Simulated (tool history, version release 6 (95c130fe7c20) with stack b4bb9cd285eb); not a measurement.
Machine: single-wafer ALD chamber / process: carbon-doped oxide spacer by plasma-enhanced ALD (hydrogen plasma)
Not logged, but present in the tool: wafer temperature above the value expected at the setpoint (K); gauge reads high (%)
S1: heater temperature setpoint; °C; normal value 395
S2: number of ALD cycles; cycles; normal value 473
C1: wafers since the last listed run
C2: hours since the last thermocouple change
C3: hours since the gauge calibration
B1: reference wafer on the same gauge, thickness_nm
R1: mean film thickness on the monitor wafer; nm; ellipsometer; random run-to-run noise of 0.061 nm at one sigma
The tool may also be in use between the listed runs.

{"run": 1, "hour": 0.0, "S1": 395, "S2": 473, "C1": 0, "C2": 56.2, "C3": 666.9, "B1": 24.891, "R1": 24.667}
{"run": 2, "hour": 88.0, "S1": 395, "S2": 401, "C1": 95, "C2": 144.2, "C3": 754.9, "B1": 24.907, "R1": 20.899}
{"run": 3, "hour": 191.5, "S1": 395, "S2": 401, "C1": 112, "C2": 247.7, "C3": 858.4, "B1": 24.927, "R1": 20.913}
{"run": 4, "hour": 296.7, "S1": 395, "S2": 401, "C1": 114, "C2": 352.9, "C3": 963.6, "B1": 24.939, "R1": 20.879}
{"run": 5, "hour": 347.8, "S1": 395, "S2": 473, "C1": 55, "C2": 404, "C3": 1014.7, "B1": 24.949, "R1": 24.651}
{"run": 6, "hour": 387.5, "S1": 395, "S2": 473, "C1": 43, "C2": 443.7, "C3": 1054.4, "B1": 24.955, "R1": 24.737}
{"run": 7, "hour": 445.7, "S1": 395, "S2": 473, "C1": 63, "C2": 501.9, "C3": 1112.6, "B1": 24.965, "R1": 24.758}
{"run": 8, "hour": 530.7, "S1": 402, "S2": 473, "C1": 92, "C2": 586.9, "C3": 1197.6, "B1": 24.987, "R1": 24.41}
{"run": 9, "hour": 614.7, "S1": 395, "S2": 436, "C1": 91, "C2": 670.9, "C3": 1281.6, "B1": 25.018, "R1": 22.743}
{"run": 10, "hour": 696.2, "S1": 395, "S2": 473, "C1": 88, "C2": 752.4, "C3": 1363.1, "B1": 25.026, "R1": 24.684}
{"run": 11, "hour": 772.9, "S1": 395, "S2": 473, "C1": 83, "C2": 829.1, "C3": 1439.8, "B1": 25.04, "R1": 24.752}
{"run": 12, "hour": 857.0, "S1": 402, "S2": 492, "C1": 91, "C2": 913.2, "C3": 1523.9, "B1": 25.056, "R1": 25.527}
{"run": 13, "hour": 935.1, "S1": 402, "S2": 492, "C1": 84, "C2": 991.3, "C3": 1602, "B1": 25.081, "R1": 25.523}
{"run": 14, "hour": 1007.0, "S1": 402, "S2": 492, "C1": 77, "C2": 1063.2, "C3": 1673.9, "B1": 25.094, "R1": 25.579}
{"hour": 1049.8, "done": "thermocouple changed; heater temperature recalibrated"}
{"run": 15, "hour": 1213.9, "S1": 403, "S2": 473, "C1": 215, "C2": 164.1, "C3": 1880.8, "B1": 25.114, "R1": 24.557}
{"run": 16, "hour": 1312.3, "S1": 402, "S2": 530, "C1": 106, "C2": 262.5, "C3": 1979.2, "B1": 25.143, "R1": 27.616}
{"run": 17, "hour": 1359.1, "S1": 409, "S2": 430, "C1": 50, "C2": 309.3, "C3": 2026, "B1": 25.157, "R1": 21.772}
{"hour": 1403.4, "done": "gauge calibrated"}
{"run": 18, "hour": 1430.0, "S1": 395, "S2": 473, "C1": 76, "C2": 380.2, "C3": 26.6, "B1": 24.838, "R1": 24.614}
{"run": 19, "hour": 1479.2, "S1": 406, "S2": 411, "C1": 53, "C2": 429.4, "C3": 75.8, "B1": 24.868, "R1": 20.85}
{"run": 20, "hour": 1531.2, "S1": 390, "S2": 430, "C1": 56, "C2": 481.4, "C3": 127.8, "B1": 24.856, "R1": 22.429}
{"run": 21, "hour": 1577.5, "S1": 395, "S2": 433, "C1": 50, "C2": 527.7, "C3": 174.1, "B1": 24.876, "R1": 22.439}
{"run": 22, "hour": 1662.7, "S1": 390, "S2": 510, "C1": 92, "C2": 612.9, "C3": 259.3, "B1": 24.878, "R1": 26.372}
{"run": 23, "hour": 1755.6, "S1": 390, "S2": 404, "C1": 100, "C2": 705.8, "C3": 352.2, "B1": 24.902, "R1": 20.951}
{"run": 24, "hour": 1837.7, "S1": 395, "S2": 473, "C1": 89, "C2": 787.9, "C3": 434.3, "B1": 24.916, "R1": 24.625}
{"run": 25, "hour": 1897.4, "S1": 395, "S2": 473, "C1": 64, "C2": 847.6, "C3": 494, "B1": 24.919, "R1": 24.664}
{"run": 26, "hour": 1964.0, "S1": 409, "S2": 473, "C1": 72, "C2": 914.2, "C3": 560.6, "B1": 24.95, "R1": 23.852}
{"run": 27, "hour": 2059.2, "S1": 395, "S2": 473, "C1": 103, "C2": 1009.4, "C3": 655.8, "B1": 24.977, "R1": 24.797}
{"run": 28, "hour": 2155.9, "S1": 395, "S2": 473, "C1": 104, "C2": 1106.1, "C3": 752.5, "B1": 24.983, "R1": 24.72}

Same runs, no hidden state in the tool, same run-to-run variation:
run=1 R1=24.583
run=2 R1=20.813
run=3 R1=20.81
run=4 R1=20.758
run=5 R1=24.498
run=6 R1=24.576
run=7 R1=24.585
run=8 R1=24.223
run=9 R1=22.554
run=10 R1=24.463
run=11 R1=24.515
run=12 R1=25.266
run=13 R1=25.246
run=14 R1=25.287
run=15 R1=24.237
run=16 R1=27.235
run=17 R1=21.463
run=18 R1=24.574
run=19 R1=20.808
run=20 R1=22.375
run=21 R1=22.376
run=22 R1=26.28
run=23 R1=20.862
run=24 R1=24.505
run=25 R1=24.532
run=26 R1=23.712
run=27 R1=24.632
run=28 R1=24.536
